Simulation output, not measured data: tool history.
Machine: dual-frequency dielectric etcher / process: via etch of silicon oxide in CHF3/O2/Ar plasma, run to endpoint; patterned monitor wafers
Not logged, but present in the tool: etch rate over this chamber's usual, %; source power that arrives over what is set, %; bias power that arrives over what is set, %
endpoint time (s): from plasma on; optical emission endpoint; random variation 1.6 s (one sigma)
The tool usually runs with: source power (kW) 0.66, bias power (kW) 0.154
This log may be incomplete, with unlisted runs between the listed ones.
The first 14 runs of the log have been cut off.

run	hour	source power (kW)	bias power (kW)	wafers since the last listed run	hours since the last wet clean	hours since the last source power generator calibration	hours since the last bias power generator calibration	hours since the last upper electrode change	incoming incoming film thickness, nm	endpoint time (s)
# hour 240.4: bias power generator calibrated
15	253.9	0.66	0.154	39	55.7	1695.9	13.5	90.9	676	365.3
16	276.6	0.66	0.154	64	78.4	1718.6	36.2	113.6	672.2	361.4
# hour 288.9: source power generator calibrated
17	293.6	0.66	0.174	36	95.4	4.7	53.2	130.6	675.3	351.6
18	309.6	0.59	0.186	45	111.4	20.7	69.2	146.6	673.1	350.7
19	346.8	0.75	0.171	105	148.6	57.9	106.4	183.8	678.4	343.3
20	355.5	0.72	0.125	24	157.3	66.6	115.1	192.5	681.2	379.5
21	363.9	0.8	0.136	23	165.7	75	123.5	200.9	672.9	354.5
22	373.9	0.66	0.154	28	175.7	85	133.5	210.9	673.6	361.1
23	390.4	0.55	0.167	46	192.2	101.5	150	227.4	677	364.9
24	400.5	0.52	0.116	28	202.3	111.6	160.1	237.5	676.7	410.3
25	418.2	0.66	0.154	50	220	129.3	177.8	255.2	673.7	361.5
26	425.5	0.66	0.181	20	227.3	136.6	185.1	262.5	668.1	339
27	439.3	0.5	0.154	39	241.1	150.4	198.9	276.3	674	381.4
28	447.5	0.5	0.164	23	249.3	158.6	207.1	284.5	674.5	370.9
29	457.4	0.58	0.174	28	259.2	168.5	217	294.4	678.6	357.2
30	465.9	0.8	0.136	24	267.7	177	225.5	302.9	679.3	355.5
31	475.9	0.66	0.154	28	277.7	187	235.5	312.9	680.6	360
32	482.1	0.54	0.178	17	283.9	193.2	241.7	319.1	670.7	356
33	495.7	0.72	0.171	38	297.5	206.8	255.3	332.7	679.2	340.1
34	508.6	0.78	0.184	36	310.4	219.7	268.2	345.6	672.9	325.5
35	515	0.51	0.141	18	316.8	226.1	274.6	352	679.7	391.3

3 ways to go on from here, each from the tool as it stands after run 35. What would each give?
A	515.5	0.66	0.154	1	317.3	226.6	275.1	352.5	678.8	?
B	515.5	0.66	0.167	1	317.3	226.6	275.1	352.5	678.8	?
C	515.5	0.58	0.18	1	317.3	226.6	275.1	352.5	678.8	?

run	endpoint time (s)
A	356.9
B	348.6
C	351.1
What these runs would have given with no unlogged condition in the tool:
run	endpoint time (s)
A	365.8
B	357.3
C	359.8

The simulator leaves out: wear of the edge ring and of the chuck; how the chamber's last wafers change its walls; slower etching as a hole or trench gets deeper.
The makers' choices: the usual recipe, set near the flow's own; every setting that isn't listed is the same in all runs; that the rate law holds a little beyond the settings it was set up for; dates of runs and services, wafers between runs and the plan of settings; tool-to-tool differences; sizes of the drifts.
